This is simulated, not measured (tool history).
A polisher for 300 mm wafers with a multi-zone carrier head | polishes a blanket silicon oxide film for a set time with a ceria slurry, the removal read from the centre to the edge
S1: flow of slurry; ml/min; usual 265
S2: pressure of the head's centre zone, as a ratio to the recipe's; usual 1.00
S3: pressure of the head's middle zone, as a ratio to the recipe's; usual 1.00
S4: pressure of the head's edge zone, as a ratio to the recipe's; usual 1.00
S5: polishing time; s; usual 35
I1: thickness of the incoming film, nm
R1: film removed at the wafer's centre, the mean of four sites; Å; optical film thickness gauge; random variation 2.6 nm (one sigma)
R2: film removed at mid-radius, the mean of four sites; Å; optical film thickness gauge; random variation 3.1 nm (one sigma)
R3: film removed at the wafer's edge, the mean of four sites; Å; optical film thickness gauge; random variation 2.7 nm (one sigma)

run,hour,S1,S2,S3,S4,S5,I1,R1,R2,R3
1,0.0,265,1.00,1.00,1.00,35,1471.9,2162,2197,2230
2,23.4,265,1.00,1.00,1.00,35,1468.0,2174,2169,2258
3,51.6,265,1.00,1.00,1.00,35,1481.5,2121,2185,2155
# hour 56.2: worn pad replaced by a new one
4,79.5,265,1.00,1.00,1.00,35,1465.7,2189,2253,2212
5,105.1,265,1.00,0.92,1.00,35,1475.3,2151,2008,2203
6,135.1,265,1.00,0.92,1.00,35,1462.2,2106,1976,2160
7,158.0,265,1.00,1.00,0.91,35,1466.0,2055,2014,2041
# hour 159.1: slurry nozzle cleaned
# hour 169.7: worn pad replaced by a new one
8,180.0,265,1.00,1.00,0.91,35,1452.6,2332,2310,2264
9,194.4,265,1.00,1.00,1.00,35,1489.8,2275,2351,2312
10,230.3,265,1.00,1.00,1.00,35,1480.7,2203,2249,2239
11,263.6,295,0.95,1.06,1.00,28,1464.8,1671,1866,1842
# hour 277.1: worn pad replaced by a new one
12,291.4,265,0.90,1.03,1.00,44,1456.8,2626,2932,2991
13,306.9,265,1.00,1.00,1.00,35,1454.4,2248,2301,2275
14,330.9,265,1.00,1.00,1.00,35,1487.3,2161,2239,2248
15,357.2,350,0.94,1.08,1.00,47,1478.8,2797,3192,3012
# hour 368.5: carrier head's membrane replaced by a new one
16,376.9,335,0.89,1.09,1.07,35,1465.1,1977,2329,2328
# hour 391.2: worn pad replaced by a new one
# hour 438.2: edge zone pressure recalibrated
# hour 446.1: slurry nozzle cleaned
17,451.9,190,1.00,1.00,0.94,35,1457.0,2138,2169,2177
# hour 457.7: centre zone pressure recalibrated
18,464.2,220,1.00,1.06,0.94,35,1469.3,2194,2306,2148
19,499.4,265,1.00,1.00,1.00,35,1474.0,2119,2210,2191
# hour 526.3: worn pad replaced by a new one
20,531.2,230,1.00,1.09,1.00,35,1452.2,2264,2514,2360
21,561.7,265,1.08,1.00,1.05,31,1471.2,2147,2012,2030
22,595.4,330,1.00,1.00,1.00,35,1459.2,2243,2253,2262

4 ways to go on from here, each from the tool as it stands after run 22. What would each give?
A,595.8,265,1.00,1.00,0.92,35,1492.3,?,?,?
B,595.8,295,1.00,1.00,0.95,30,1492.3,?,?,?
C,595.8,265,1.00,1.09,1.00,35,1492.3,?,?,?
D,595.8,265,1.00,1.00,1.11,35,1492.3,?,?,?

run,R1,R2,R3
A,2172,2151,2172
B,1882,1862,1899
C,2174,2314,2241
D,2172,2150,2341
Without the tool's hidden state the same runs would have given:
run,R1,R2,R3
A,2390,2364,2381
B,2069,2044,2080
C,2392,2543,2456
D,2390,2363,2565

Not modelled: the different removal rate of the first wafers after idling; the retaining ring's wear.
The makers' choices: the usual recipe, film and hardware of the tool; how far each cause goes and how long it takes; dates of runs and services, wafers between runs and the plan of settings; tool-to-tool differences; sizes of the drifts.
